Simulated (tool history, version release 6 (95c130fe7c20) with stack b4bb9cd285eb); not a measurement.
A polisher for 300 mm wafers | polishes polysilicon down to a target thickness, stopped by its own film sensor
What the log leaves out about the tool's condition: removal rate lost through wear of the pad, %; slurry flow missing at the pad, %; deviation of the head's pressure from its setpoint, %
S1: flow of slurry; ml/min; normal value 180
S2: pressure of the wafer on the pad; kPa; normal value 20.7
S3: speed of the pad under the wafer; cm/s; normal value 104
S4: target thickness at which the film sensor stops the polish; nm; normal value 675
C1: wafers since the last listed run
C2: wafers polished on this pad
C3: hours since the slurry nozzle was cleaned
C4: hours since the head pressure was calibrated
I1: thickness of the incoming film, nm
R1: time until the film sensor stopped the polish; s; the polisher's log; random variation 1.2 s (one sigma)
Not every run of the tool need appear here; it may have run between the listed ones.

run,day,S1,S2,S3,S4,C1,C2,C3,C4,I1,R1
1,0,180,20.7,104,675,0,766,237.9,426.2,1429.2,79.6
# day 0.517: worn pad replaced by a new one
2,0.646,180,20.7,104,675,78,20,253.4,441.7,1405,66.1
3,1.225,180,20.7,104,675,94,115,267.3,455.6,1417.3,69.3
4,1.854,180,20.7,104,675,102,218,282.4,470.7,1418.1,68.6
5,2.183,180,20.7,104,675,53,272,290.3,478.6,1412.1,70.2
6,2.479,180,20.7,104,675,48,320,297.4,485.7,1407.9,69.3
7,2.767,180,20.7,104,675,47,367,304.3,492.6,1420.6,69.5
8,3.138,180,20.7,136,470,60,428,313.2,501.5,1414.8,68.8
# day 3.6: slurry nozzle cleaned
9,3.846,195,20.7,104,675,109,537,5.9,518.5,1416.8,71.4
# day 4.529: head pressure recalibrated
10,4.554,205,20.7,104,675,102,639,22.9,0.6,1423.6,74.4
# day 4.742: worn pad replaced by a new one
11,5.046,180,20.7,104,675,53,50,34.7,12.4,1398,65.8
12,5.442,135,16.5,104,675,64,114,44.2,21.9,1394.9,80.7
13,5.892,180,26.9,104,675,73,188,55,32.7,1396.2,57.6
14,6.562,130,20.7,104,903,109,298,71.1,48.8,1421.7,55.2

Below are 5 alternative next runs, each starting from the tool's condition after run 14. Predict each:
A,6.579,160,20.7,104,675,2,300,71.5,49.2,1385.7,?
B,6.579,160,26.2,74,909,2,300,71.5,49.2,1385.7,?
C,6.579,220,22.8,120,918,2,300,71.5,49.2,1385.7,?
D,6.579,130,26.2,122,829,2,300,71.5,49.2,1385.7,?
E,6.579,125,13.8,76,675,2,300,71.5,49.2,1385.7,?

run,R1
A,70.7
B,57.2
C,36.2
D,42.3
E,128.8
With no hidden state in the tool, these same runs would have given:
run,R1
A,66.2
B,53.5
C,33.8
D,39.6
E,120.6
